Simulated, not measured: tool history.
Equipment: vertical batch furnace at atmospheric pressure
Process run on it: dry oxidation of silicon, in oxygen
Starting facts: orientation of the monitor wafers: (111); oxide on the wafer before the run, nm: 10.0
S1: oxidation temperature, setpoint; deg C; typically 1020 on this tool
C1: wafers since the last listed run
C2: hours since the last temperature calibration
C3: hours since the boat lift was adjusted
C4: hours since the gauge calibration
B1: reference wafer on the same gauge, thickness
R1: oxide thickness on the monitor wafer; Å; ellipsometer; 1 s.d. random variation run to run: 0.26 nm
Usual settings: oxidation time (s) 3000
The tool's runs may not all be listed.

run 1 day=0 | S1=1020 oxidation_time_(s)=3000 | C1=0 C2=3795 C3=3047.1 C4=205.2 | B1=82.08 | R1=716.9
run 2 day=0.588 | S1=1020 oxidation_time_(s)=3000 | C1=236 C2=3809.1 C3=3061.2 C4=219.3 | B1=81.95 | R1=714.6
run 3 day=1.621 | S1=1006 oxidation_time_(s)=3000 | C1=416 C2=3833.9 C3=3086 C4=244.1 | B1=82.02 | R1=647.5
run 4 day=3.008 | S1=1006 oxidation_time_(s)=3000 | C1=559 C2=3867.2 C3=3119.3 C4=277.4 | B1=82.03 | R1=650.6
run 5 day=4.192 | S1=1006 oxidation_time_(s)=3000 | C1=476 C2=3895.6 C3=3147.7 C4=305.8 | B1=81.87 | R1=653.1
-- day=5.592 boat lift adjusted
run 6 day=5.612 | S1=1026 oxidation_time_(s)=3000 | C1=169 C2=3929.7 C3=0.5 C4=339.9 | B1=81.92 | R1=739.8
run 7 day=6.442 | S1=1020 oxidation_time_(s)=3000 | C1=334 C2=3949.6 C3=20.4 C4=359.8 | B1=81.9 | R1=711.7
run 8 day=7.767 | S1=1020 oxidation_time_(s)=3000 | C1=533 C2=3981.4 C3=52.2 C4=391.6 | B1=81.92 | R1=711.1
run 9 day=8.342 | S1=1020 oxidation_time_(s)=3000 | C1=231 C2=3995.2 C3=66 C4=405.4 | B1=81.81 | R1=712.7
run 10 day=8.846 | S1=1010 oxidation_time_(s)=3000 | C1=203 C2=4007.3 C3=78.1 C4=417.5 | B1=81.94 | R1=667.8
run 11 day=9.55 | S1=1043 oxidation_time_(s)=2520 | C1=283 C2=4024.2 C3=95 C4=434.4 | B1=81.95 | R1=736
-- day=9.817 gauge calibrated
-- day=10.9 thermocouples replaced and temperature profile calibrated
run 12 day=10.921 | S1=1020 oxidation_time_(s)=3000 | C1=149 C2=0.5 C3=127.9 C4=26.5 | B1=82.79 | R1=719.5
run 13 day=11.55 | S1=1005 oxidation_time_(s)=3750 | C1=253 C2=15.6 C3=143 C4=41.6 | B1=82.68 | R1=747.6
run 14 day=12.054 | S1=1035 oxidation_time_(s)=1770 | C1=203 C2=27.7 C3=155.1 C4=53.7 | B1=82.43 | R1=569.7
run 15 day=12.858 | S1=1001 oxidation_time_(s)=1830 | C1=323 C2=47 C3=174.4 C4=73 | B1=82.46 | R1=462.6
run 16 day=13.546 | S1=1020 oxidation_time_(s)=3000 | C1=276 C2=63.5 C3=190.9 C4=89.5 | B1=82.41 | R1=721.1
run 17 day=14.138 | S1=1001 oxidation_time_(s)=1830 | C1=238 C2=77.7 C3=205.1 C4=103.7 | B1=82.32 | R1=460.9
run 18 day=15.496 | S1=1020 oxidation_time_(s)=3570 | C1=547 C2=110.3 C3=237.7 C4=136.3 | B1=82.01 | R1=796.1
run 19 day=16.696 | S1=1027 oxidation_time_(s)=3450 | C1=483 C2=139.1 C3=266.5 C4=165.1 | B1=81.98 | R1=812.5
run 20 day=17.292 | S1=1033 oxidation_time_(s)=4320 | C1=240 C2=153.4 C3=280.8 C4=179.4 | B1=82.04 | R1=973.4

Measured less the same run without the tool's hidden state. The same run-to-run variation is in both; the gauge's scatter may not be:
Unlogged tool condition in this case: true tube temperature minus thermocouple reading, K; monitor wafer colder than the profiled boat position, K; gauge reads high (%).
run=1 R1=-9.4
run=2 R1=-9.6
run=3 R1=-9.2
run=4 R1=-9.6
run=5 R1=-10
run=6 R1=-11.6
run=7 R1=-11.4
run=8 R1=-11.6
run=9 R1=-11.7
run=10 R1=-11.1
run=11 R1=-12.3
run=12 R1=-3.4
run=13 R1=-4.7
run=14 R1=-4.1
run=15 R1=-4.2
run=16 R1=-7.3
run=17 R1=-5.1
run=18 R1=-10.3
run=19 R1=-11.6
run=20 R1=-14.4
